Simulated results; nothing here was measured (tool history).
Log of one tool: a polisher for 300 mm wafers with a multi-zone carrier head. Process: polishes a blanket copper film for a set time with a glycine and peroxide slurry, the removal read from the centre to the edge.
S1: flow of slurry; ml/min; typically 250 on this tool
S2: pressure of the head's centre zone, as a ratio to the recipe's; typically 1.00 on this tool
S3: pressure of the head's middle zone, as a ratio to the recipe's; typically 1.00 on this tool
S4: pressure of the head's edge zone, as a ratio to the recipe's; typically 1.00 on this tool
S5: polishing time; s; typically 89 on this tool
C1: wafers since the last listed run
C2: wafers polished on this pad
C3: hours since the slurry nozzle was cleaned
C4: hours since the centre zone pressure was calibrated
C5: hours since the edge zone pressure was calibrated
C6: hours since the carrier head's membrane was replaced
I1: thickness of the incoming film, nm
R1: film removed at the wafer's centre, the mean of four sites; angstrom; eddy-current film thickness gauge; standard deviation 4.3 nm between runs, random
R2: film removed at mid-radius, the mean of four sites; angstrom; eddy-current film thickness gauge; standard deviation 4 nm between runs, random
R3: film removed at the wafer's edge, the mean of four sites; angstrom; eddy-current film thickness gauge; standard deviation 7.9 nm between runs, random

run	hour	S1	S2	S3	S4	S5	C1	C2	C3	C4	C5	C6	I1	R1	R2	R3
1	0.0	250	1.00	1.00	1.00	89	0	860	310.7	1179.2	1132.2	936.1	2080.3	5034	4988	5086
2	35.6	250	1.00	1.00	1.00	67	265	1125	346.3	1214.8	1167.8	971.7	2108.0	3758	3704	3784
3	51.5	250	1.00	1.00	1.00	89	118	1243	362.2	1230.7	1183.7	987.6	2089.9	4987	4964	5138
# hour 61.0: worn pad replaced by a new one
4	68.4	250	1.00	1.00	1.00	89	96	55	379.1	1247.6	1200.6	1004.5	2064.3	4953	4916	5090
5	85.7	250	1.00	1.00	1.00	110	128	183	396.4	1264.9	1217.9	1021.8	2079.4	6076	6126	6205
6	102.5	250	1.07	1.00	1.00	89	125	309	413.2	1281.7	1234.7	1038.6	2108.3	5175	4942	5078
7	110.7	250	1.07	1.00	1.00	89	61	370	421.4	1289.9	1242.9	1046.8	2076.8	5131	4890	5044
8	123.0	250	1.07	1.00	1.00	89	91	461	433.7	1302.2	1255.2	1059.1	2076.8	5069	4878	5034
9	134.6	210	1.00	1.00	0.95	118	86	548	445.3	1313.8	1266.8	1070.7	2103.2	6306	6293	6218
10	146.3	250	1.00	0.94	1.00	67	87	635	457.0	1325.5	1278.5	1082.4	2056.8	3702	3504	3874
# hour 161.7: edge zone pressure recalibrated
# hour 180.0: carrier head's membrane replaced by a new one
11	197.2	250	1.00	1.00	1.00	89	327	962	507.9	1376.4	35.5	17.2	2086.1	4912	4758	4949

Run 12 has not been measured yet. What should we expect?
# hour 212.1: slurry nozzle cleaned
12	213.3	170	1.00	0.96	1.09	89	112	1075	1.2	1392.5	51.6	33.3	2128.5	?	?	?

Run 12 came out at R1 4896 angstrom, R2 4659 angstrom, R3 5248 angstrom.
Without the tool's hidden state the same run would have given R1 4921 angstrom, R2 4681 angstrom, R3 5266 angstrom.
